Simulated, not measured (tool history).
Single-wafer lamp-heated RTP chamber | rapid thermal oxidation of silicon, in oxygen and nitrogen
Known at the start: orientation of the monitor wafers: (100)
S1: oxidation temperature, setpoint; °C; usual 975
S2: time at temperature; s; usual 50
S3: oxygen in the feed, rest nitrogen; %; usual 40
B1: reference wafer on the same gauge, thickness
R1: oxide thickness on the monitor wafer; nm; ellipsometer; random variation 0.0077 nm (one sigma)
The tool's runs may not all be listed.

Run 1, hour 0.0: usual settings; B1 3.858. Result: R1 3.260 nm.
Run 2, hour 64.9: usual settings; B1 3.862. Result: R1 3.278 nm.
Run 3, hour 123.4: usual settings but S1 997 °C; B1 3.860. Result: R1 3.764 nm.
Run 4, hour 173.4: usual settings but S1 985 °C, S2 30 s; B1 3.860. Result: R1 2.928 nm.
Run 5, hour 243.5: usual settings but S1 985 °C, S2 30 s; B1 3.860. Result: R1 2.947 nm.
Run 6, hour 288.8: usual settings but S1 998 °C; B1 3.861. Result: R1 3.854 nm.
At hour 313.3: pyrometer window cleaned and pyrometer calibrated.
Run 7, hour 347.5: usual settings but S1 983 °C; B1 3.856. Result: R1 3.400 nm.
Run 8, hour 455.2: usual settings but S1 983 °C; B1 3.866. Result: R1 3.408 nm.
Run 9, hour 497.7: usual settings; B1 3.855. Result: R1 3.243 nm.
Run 10, hour 563.6: usual settings; B1 3.855. Result: R1 3.254 nm.
Run 11, hour 609.8: usual settings; B1 3.860. Result: R1 3.260 nm.
At hour 654.6: gauge calibrated.
Run 12, hour 656.2: usual settings but S2 33 s; B1 3.866. Result: R1 2.863 nm.
Run 13, hour 699.9: usual settings but S2 33 s; B1 3.862. Result: R1 2.855 nm.
Run 14, hour 735.9: usual settings but S2 33 s; B1 3.859. Result: R1 2.856 nm.
Run 15, hour 802.1: usual settings; B1 3.861. Result: R1 3.311 nm.
Run 16, hour 843.8: usual settings but S1 946 °C, S2 64 s, S3 62 %; B1 3.860. Result: R1 3.424 nm.
Run 17, hour 885.1: usual settings but S3 22 %; B1 3.858. Result: R1 2.877 nm.
At hour 952.4: oxygen flow controller replaced.
Run 18, hour 952.9: usual settings but S1 1002 °C, S2 40 s, S3 17 %; B1 3.862. Result: R1 2.924 nm.
At hour 989.6: pyrometer window cleaned and pyrometer calibrated.
Run 19, hour 1003.5: usual settings but S1 992 °C, S2 42 s; B1 3.856. Result: R1 3.355 nm.
Run 20, hour 1067.4: usual settings; B1 3.862. Result: R1 3.225 nm.
Run 21, hour 1113.1: usual settings but S1 991 °C, S3 54 %; B1 3.859. Result: R1 3.922 nm.
Run 22, hour 1178.2: usual settings but S2 27 s, S3 57 %; B1 3.861. Result: R1 2.885 nm.
Run 23, hour 1236.3: usual settings but S3 17 %; B1 3.863. Result: R1 2.687 nm.
Run 24, hour 1276.1: usual settings but S1 962 °C, S3 27 %; B1 3.858. Result: R1 2.779 nm.
Run 25, hour 1483.6: usual settings but S2 74 s; B1 3.858. Result: R1 3.843 nm.
Run 26, hour 1526.3: usual settings but S1 956 °C, S2 57 s, S3 68 %; B1 3.857. Result: R1 3.605 nm.
Run 27, hour 1563.6: usual settings but S1 961 °C, S2 42 s, S3 59 %; B1 3.858. Result: R1 3.198 nm.
Run 28, hour 1593.4: usual settings; B1 3.857. Result: R1 3.348 nm.
At hour 1640.0: pyrometer window cleaned and pyrometer calibrated.
Run 29, hour 1647.6: usual settings but S3 52 %; B1 3.864. Result: R1 3.487 nm.
Run 30, hour 1701.4: usual settings but S1 947 °C; B1 3.854. Result: R1 2.802 nm.
Run 31, hour 1727.4: usual settings but S1 948 °C, S3 31 %; B1 3.858. Result: R1 2.671 nm.
Run 32, hour 1757.2: usual settings; B1 3.861. Result: R1 3.257 nm.
Run 33, hour 1784.3: usual settings; B1 3.860. Result: R1 3.260 nm.
Run 34, hour 1817.5: usual settings but S1 1000 °C, S2 60 s, S3 65 %; B1 3.862. Result: R1 4.828 nm.
Run 35, hour 1864.0: usual settings but S1 963 °C, S3 47 %; B1 3.859. Result: R1 3.177 nm.
Run 36, hour 1907.7: usual settings but S1 963 °C, S3 47 %; B1 3.862. Result: R1 3.197 nm.
At hour 1908.6: gauge calibrated.
Run 37, hour 1970.7: usual settings but S2 31 s; B1 3.863. Result: R1 2.816 nm.

Some steps in R1 between neighbouring runs. How much of each would the tool show without its hidden state too (settings, what came in, random variation), and how much is left for the hidden state, with any gauge scatter that isn't in both results?
The hidden state here: true wafer temperature minus pyrometer reading, K; deviation of the oxygen flow from its setpoint, %; gauge reads high (%).
Run 6 -> 7: S1 998 -> 983, pyrometer window cleaned and pyrometer calibrated. R1 -0.454 nm: hidden state -0.114, all else -0.340.
Run 18 -> 19: S1 1002 -> 992, S2 40 -> 42, S3 17 -> 40, pyrometer window cleaned and pyrometer calibrated. R1 +0.431 nm: hidden state -0.084, all else +0.515.
Run 24 -> 25: S1 962 -> 975, S2 50 -> 74, S3 27 -> 40. R1 +1.064 nm: hidden state +0.078, all else +0.986.
Run 28 -> 29: S3 40 -> 52, pyrometer window cleaned and pyrometer calibrated. R1 +0.139 nm: hidden state -0.088, all else +0.227.
Run 33 -> 34: S1 975 -> 1000, S2 50 -> 60, S3 40 -> 65. R1 +1.568 nm: hidden state +0.026, all else +1.542.
Run 34 -> 35: S1 1000 -> 963, S2 60 -> 50, S3 65 -> 47. R1 -1.651 nm: hidden state -0.018, all else -1.633.
